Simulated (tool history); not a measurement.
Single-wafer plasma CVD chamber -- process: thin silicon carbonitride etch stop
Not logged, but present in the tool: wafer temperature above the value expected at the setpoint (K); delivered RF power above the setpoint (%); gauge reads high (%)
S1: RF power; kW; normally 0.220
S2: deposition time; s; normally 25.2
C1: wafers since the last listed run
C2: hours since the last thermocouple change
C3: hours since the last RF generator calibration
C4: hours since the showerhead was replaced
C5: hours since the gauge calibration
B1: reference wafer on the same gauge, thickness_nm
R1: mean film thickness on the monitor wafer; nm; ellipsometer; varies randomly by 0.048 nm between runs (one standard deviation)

{"run": 1, "hour": 0.0, "S1": 0.22, "S2": 21.7, "C1": 0, "C2": 1392.3, "C3": 1355.3, "C4": 3075.8, "C5": 102.5, "B1": 15.509, "R1": 14.229}
{"run": 2, "hour": 31.4, "S1": 0.22, "S2": 21.7, "C1": 767, "C2": 1423.7, "C3": 1386.7, "C4": 3107.2, "C5": 133.9, "B1": 15.5, "R1": 14.293}
{"run": 3, "hour": 63.1, "S1": 0.185, "S2": 28.8, "C1": 774, "C2": 1455.4, "C3": 1418.4, "C4": 3138.9, "C5": 165.6, "B1": 15.437, "R1": 17.687}
{"run": 4, "hour": 96.1, "S1": 0.23, "S2": 25.2, "C1": 806, "C2": 1488.4, "C3": 1451.4, "C4": 3171.9, "C5": 198.6, "B1": 15.446, "R1": 16.758}
{"run": 5, "hour": 114.1, "S1": 0.23, "S2": 25.2, "C1": 440, "C2": 1506.4, "C3": 1469.4, "C4": 3189.9, "C5": 216.6, "B1": 15.435, "R1": 16.774}
{"run": 6, "hour": 144.8, "S1": 0.23, "S2": 25.2, "C1": 750, "C2": 1537.1, "C3": 1500.1, "C4": 3220.6, "C5": 247.3, "B1": 15.428, "R1": 16.711}
{"run": 7, "hour": 174.9, "S1": 0.235, "S2": 25.2, "C1": 735, "C2": 1567.2, "C3": 1530.2, "C4": 3250.7, "C5": 277.4, "B1": 15.391, "R1": 16.912}
{"run": 8, "hour": 199.6, "S1": 0.235, "S2": 25.2, "C1": 603, "C2": 1591.9, "C3": 1554.9, "C4": 3275.4, "C5": 302.1, "B1": 15.387, "R1": 16.864}
{"run": 9, "hour": 228.5, "S1": 0.22, "S2": 25.2, "C1": 706, "C2": 1620.8, "C3": 1583.8, "C4": 3304.3, "C5": 331.0, "B1": 15.343, "R1": 16.47}
{"run": 10, "hour": 245.5, "S1": 0.22, "S2": 25.2, "C1": 415, "C2": 1637.8, "C3": 1600.8, "C4": 3321.3, "C5": 348.0, "B1": 15.385, "R1": 16.432}
{"run": 11, "hour": 258.5, "S1": 0.22, "S2": 25.2, "C1": 317, "C2": 1650.8, "C3": 1613.8, "C4": 3334.3, "C5": 361.0, "B1": 15.358, "R1": 16.403}
{"run": 12, "hour": 272.6, "S1": 0.22, "S2": 27.6, "C1": 344, "C2": 1664.9, "C3": 1627.9, "C4": 3348.4, "C5": 375.1, "B1": 15.332, "R1": 17.936}
{"run": 13, "hour": 290.6, "S1": 0.22, "S2": 27.6, "C1": 440, "C2": 1682.9, "C3": 1645.9, "C4": 3366.4, "C5": 393.1, "B1": 15.315, "R1": 17.852}
{"run": 14, "hour": 317.1, "S1": 0.22, "S2": 27.6, "C1": 647, "C2": 1709.4, "C3": 1672.4, "C4": 3392.9, "C5": 419.6, "B1": 15.312, "R1": 17.94}
{"run": 15, "hour": 333.0, "S1": 0.22, "S2": 25.2, "C1": 388, "C2": 1725.3, "C3": 1688.3, "C4": 3408.8, "C5": 435.5, "B1": 15.296, "R1": 16.275}
{"hour": 343.1, "done": "gauge calibrated"}
{"hour": 369.5, "done": "showerhead replaced"}
{"run": 16, "hour": 370.0, "S1": 0.25, "S2": 28.3, "C1": 708, "C2": 1762.3, "C3": 1725.3, "C4": 0.5, "C5": 26.9, "B1": 15.61, "R1": 19.782}
{"run": 17, "hour": 397.7, "S1": 0.26, "S2": 25.2, "C1": 677, "C2": 1790.0, "C3": 1753.0, "C4": 28.2, "C5": 54.6, "B1": 15.623, "R1": 17.696}
{"run": 18, "hour": 421.1, "S1": 0.22, "S2": 25.2, "C1": 572, "C2": 1813.4, "C3": 1776.4, "C4": 51.6, "C5": 78.0, "B1": 15.577, "R1": 16.616}
{"run": 19, "hour": 436.1, "S1": 0.22, "S2": 21.5, "C1": 366, "C2": 1828.4, "C3": 1791.4, "C4": 66.6, "C5": 93.0, "B1": 15.58, "R1": 14.187}
{"run": 20, "hour": 462.5, "S1": 0.22, "S2": 25.2, "C1": 645, "C2": 1854.8, "C3": 1817.8, "C4": 93.0, "C5": 119.4, "B1": 15.564, "R1": 16.592}
{"run": 21, "hour": 480.1, "S1": 0.22, "S2": 27.6, "C1": 430, "C2": 1872.4, "C3": 1835.4, "C4": 110.6, "C5": 137.0, "B1": 15.536, "R1": 18.176}
{"hour": 494.3, "done": "RF generator calibrated"}
{"run": 22, "hour": 505.3, "S1": 0.195, "S2": 29.4, "C1": 420, "C2": 1897.6, "C3": 11.0, "C4": 135.8, "C5": 162.2, "B1": 15.54, "R1": 18.58}

Run 23, settings as shown, results not yet in. Your forecast:
{"hour": 538.9, "done": "thermocouple changed; heater temperature recalibrated"}
{"run": 23, "hour": 539.4, "S1": 0.22, "S2": 29.7, "C1": 638, "C2": 0.5, "C3": 45.1, "C4": 169.9, "C5": 196.3, "B1": "?", "R1": "?"}

Run 23 gave B1 15.507, R1 19.567 nm.
Minus the tool's unlogged condition, the same run would have read R1 19.678 nm.
